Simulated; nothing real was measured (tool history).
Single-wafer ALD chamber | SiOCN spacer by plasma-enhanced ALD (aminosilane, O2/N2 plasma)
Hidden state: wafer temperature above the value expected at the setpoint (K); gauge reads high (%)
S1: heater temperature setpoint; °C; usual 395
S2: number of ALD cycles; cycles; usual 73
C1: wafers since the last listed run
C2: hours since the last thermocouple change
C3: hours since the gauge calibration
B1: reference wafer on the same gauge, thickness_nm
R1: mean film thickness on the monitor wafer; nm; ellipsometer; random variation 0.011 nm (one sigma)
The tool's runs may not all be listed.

Run 1, hour 0: usual settings but S1 387 °C; C1 0; C2 2016.8; C3 76.1; B1 4.109. Result: R1 4.365 nm.
Run 2, hour 17.6: usual settings but S1 387 °C; C1 55; C2 2034.4; C3 93.7; B1 4.103. Result: R1 4.383 nm.
Run 3, hour 39.8: usual settings but S2 68 cycles; C1 70; C2 2056.6; C3 115.9; B1 4.098. Result: R1 4.041 nm.
Run 4, hour 58.9: usual settings but S1 400 °C; C1 60; C2 2075.7; C3 135; B1 4.096. Result: R1 4.343 nm.
Run 5, hour 91.1: usual settings; C1 101; C2 2107.9; C3 167.2; B1 4.091. Result: R1 4.35 nm.
Run 6, hour 104.9: usual settings; C1 43; C2 2121.7; C3 181; B1 4.091. Result: R1 4.354 nm.
Run 7, hour 133.2: usual settings; C1 89; C2 2150; C3 209.3; B1 4.085. Result: R1 4.322 nm.
Run 8, hour 158: usual settings; C1 78; C2 2174.8; C3 234.1; B1 4.08. Result: R1 4.341 nm.
Run 9, hour 172.8: usual settings but S1 389 °C, S2 81 cycles; C1 46; C2 2189.6; C3 248.9; B1 4.08. Result: R1 4.803 nm.
Run 10, hour 187.2: usual settings but S2 63 cycles; C1 45; C2 2204; C3 263.3; B1 4.079. Result: R1 3.726 nm.

Run 11 comes next. What will it give?
Run 11, hour 201: usual settings but S1 381 °C; C1 43; C2 2217.8; C3 277.1; B1 ?. Result: R1 ?.

Run 11 gave B1 4.074, R1 4.329 nm.
Without the tool's hidden state the same run would have given R1 4.367 nm.
